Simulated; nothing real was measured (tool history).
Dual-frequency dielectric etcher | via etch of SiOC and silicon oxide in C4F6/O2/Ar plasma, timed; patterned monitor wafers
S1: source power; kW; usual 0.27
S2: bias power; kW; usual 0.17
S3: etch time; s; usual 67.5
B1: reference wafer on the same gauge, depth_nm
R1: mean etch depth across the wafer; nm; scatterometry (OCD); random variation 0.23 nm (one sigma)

run,day,S1,S2,S3,B1,R1
1,0,0.27,0.16,67.5,67.9,61.9
# day 2.788: wet clean of the chamber
2,2.808,0.27,0.16,67.5,67.9,59.4
3,4.946,0.27,0.16,67.5,68,60.4
4,12.396,0.27,0.17,67.5,67.9,62.3
# day 12.65: bias power generator calibrated
5,14.883,0.27,0.17,56.5,68,52.7
# day 17.042: upper electrode replaced
6,17.062,0.27,0.17,67.5,67.8,63.1
7,18.629,0.33,0.141,67.5,67.9,64.1
8,19.721,0.27,0.17,67.5,67.9,64.1
9,20.892,0.27,0.17,67.5,67.9,63.8
# day 23.167: wet clean of the chamber
10,23.45,0.33,0.17,67.5,67.9,66.1
11,24.854,0.2,0.202,67.5,67.8,58.4
12,27.812,0.33,0.17,50.5,67.9,49.8
13,30,0.32,0.152,67.5,67.9,64.1
14,32.712,0.27,0.146,51.5,67.9,45.6
15,35.633,0.22,0.132,67.5,67.9,54.2
16,36.925,0.25,0.188,57.5,68,54
# day 37.879: source power generator calibrated
17,38.229,0.33,0.152,74,68,72.6
# day 40.15: gauge calibrated
# day 40.488: wet clean of the chamber
18,40.508,0.27,0.17,73,67.9,67.2
19,42.329,0.2,0.202,67.5,67.9,58.9
20,43.529,0.25,0.188,57.5,67.9,53.2
21,44.704,0.27,0.17,67.5,67.9,62.6
22,46.592,0.27,0.17,49,67.9,45.8
23,49.046,0.21,0.193,77,67.9,68.6
24,50.958,0.3,0.193,84,67.9,85.7
25,52.233,0.27,0.17,67.5,67.9,64.1
26,53.946,0.27,0.17,67.5,67.9,64.1
27,55.354,0.2,0.133,80.5,67.9,63.4
# day 57.362: wet clean of the chamber
28,57.383,0.24,0.208,47.5,67.9,44.4
29,58.946,0.22,0.211,67.5,67.9,61.1
30,60.167,0.23,0.142,79.5,67.9,64.5

Hidden state or all else? Some run-to-run changes of R1, split into what the settings, what came in and random variation would give without the hidden state, and what is left for the hidden state (with any gauge scatter that isn't in both results):
The hidden state here: etch rate over this chamber's usual, %; source power that arrives over what is set, %; bias power that arrives over what is set, %; gauge reads high (%).
Run 1 -> 2: wet clean of the chamber. R1 -2.5 nm: hidden state -2.3, all else -0.2.
Run 9 -> 10: S1 0.27 -> 0.33, wet clean of the chamber. R1 +2.3 nm: hidden state -2.9, all else +5.2.
Run 22 -> 23: S1 0.27 -> 0.21, S2 0.17 -> 0.193, S3 49 -> 77. R1 +22.8 nm: hidden state +1.1, all else +21.7.
Run 24 -> 25: S1 0.3 -> 0.27, S2 0.193 -> 0.17, S3 84 -> 67.5. R1 -21.6 nm: hidden state -0.6, all else -21.
Run 27 -> 28: S1 0.2 -> 0.24, S2 0.133 -> 0.208, S3 80.5 -> 47.5, wet clean of the chamber. R1 -19 nm: hidden state -3.1, all else -15.9.
